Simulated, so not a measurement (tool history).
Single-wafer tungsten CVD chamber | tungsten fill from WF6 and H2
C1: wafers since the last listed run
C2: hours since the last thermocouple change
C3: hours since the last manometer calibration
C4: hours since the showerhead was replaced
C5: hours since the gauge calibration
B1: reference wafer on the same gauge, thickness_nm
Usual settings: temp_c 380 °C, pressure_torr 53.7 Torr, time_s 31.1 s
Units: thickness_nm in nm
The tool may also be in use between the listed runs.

Run 1, day 0.000: usual settings but temp_c 386 °C; C1 0; C2 213.5; C3 894.1; C4 1868.5; C5 661.5; B1 92.494. Result: thickness_nm 97.574 nm.
Run 2, day 2.625: usual settings but time_s 28.8 s; C1 2214; C2 276.5; C3 957.1; C4 1931.5; C5 724.5; B1 92.587. Result: thickness_nm 79.774 nm.
Run 3, day 14.142: usual settings but time_s 28.8 s; C1 9715; C2 552.9; C3 1233.5; C4 2207.9; C5 1000.9; B1 92.547. Result: thickness_nm 80.238 nm.
Run 4, day 17.171: usual settings but temp_c 369 °C, pressure_torr 46.8 Torr; C1 2555; C2 625.6; C3 1306.2; C4 2280.6; C5 1073.6; B1 92.544. Result: thickness_nm 63.035 nm.
Run 5, day 21.558: usual settings but temp_c 369 °C, pressure_torr 46.8 Torr; C1 3701; C2 730.9; C3 1411.5; C4 2385.9; C5 1178.9; B1 92.502. Result: thickness_nm 63.259 nm.
Run 6, day 24.367: usual settings; C1 2369; C2 798.3; C3 1478.9; C4 2453.3; C5 1246.3; B1 92.614. Result: thickness_nm 87.103 nm.
Run 7, day 31.183: usual settings; C1 5750; C2 961.9; C3 1642.5; C4 2616.9; C5 1409.9; B1 92.426. Result: thickness_nm 86.561 nm.
At day 32.696: thermocouple changed; heater temperature recalibrated.
Run 8, day 35.088: usual settings; C1 3012; C2 57.4; C3 1736.2; C4 2710.6; C5 1503.6; B1 92.550. Result: thickness_nm 83.223 nm.
Run 9, day 37.221: usual settings; C1 1799; C2 108.6; C3 1787.4; C4 2761.8; C5 1554.8; B1 92.633. Result: thickness_nm 83.804 nm.
Run 10, day 40.512: usual settings; C1 2776; C2 187.6; C3 1866.4; C4 2840.8; C5 1633.8; B1 92.477. Result: thickness_nm 84.633 nm.
Run 11, day 42.754: usual settings; C1 1891; C2 241.4; C3 1920.2; C4 2894.6; C5 1687.6; B1 92.538. Result: thickness_nm 84.766 nm.
Run 12, day 44.900: usual settings; C1 1810; C2 292.9; C3 1971.7; C4 2946.1; C5 1739.1; B1 92.551. Result: thickness_nm 84.193 nm.
Run 13, day 47.962: usual settings; C1 2583; C2 366.4; C3 2045.2; C4 3019.6; C5 1812.6; B1 92.534. Result: thickness_nm 85.131 nm.
At day 49.912: showerhead replaced.
At day 49.929: gauge calibrated.
Run 14, day 51.533: usual settings but temp_c 388 °C, pressure_torr 61.9 Torr, time_s 34.2 s; C1 2731; C2 452.1; C3 2130.9; C4 38.9; C5 38.5; B1 92.467. Result: thickness_nm 119.928 nm.
Run 15, day 54.796: usual settings; C1 2752; C2 530.4; C3 2209.2; C4 117.2; C5 116.8; B1 92.572. Result: thickness_nm 85.691 nm.
Run 16, day 58.904: usual settings but temp_c 393 °C; C1 3465; C2 629.0; C3 2307.8; C4 215.8; C5 215.4; B1 92.506. Result: thickness_nm 115.077 nm.
Run 17, day 60.792: usual settings; C1 1592; C2 674.3; C3 2353.1; C4 261.1; C5 260.7; B1 92.578. Result: thickness_nm 86.240 nm.
At day 68.850: thermocouple changed; heater temperature recalibrated.
Run 18, day 70.962: usual settings but temp_c 387 °C, pressure_torr 42.5 Torr; C1 8298; C2 50.7; C3 2597.2; C4 505.2; C5 504.8; B1 92.508. Result: thickness_nm 86.637 nm.
Run 19, day 74.542: usual settings but pressure_torr 65.7 Torr, time_s 27.1 s; C1 3019; C2 136.6; C3 2683.1; C4 591.1; C5 590.7; B1 92.470. Result: thickness_nm 79.230 nm.

The next listed run, before its measurement:
At day 76.912: capacitance manometer re-zeroed and calibrated.
Run 20, day 76.996: usual settings; C1 1789; C2 195.5; C3 2.0; C4 650.0; C5 649.6; B1 ?. Result: thickness_nm ?.

{"run 20": {"B1": 92.528, "thickness_nm": 85.549}}
Without the tool's hidden state the same run would have given thickness_nm 83.361 nm.

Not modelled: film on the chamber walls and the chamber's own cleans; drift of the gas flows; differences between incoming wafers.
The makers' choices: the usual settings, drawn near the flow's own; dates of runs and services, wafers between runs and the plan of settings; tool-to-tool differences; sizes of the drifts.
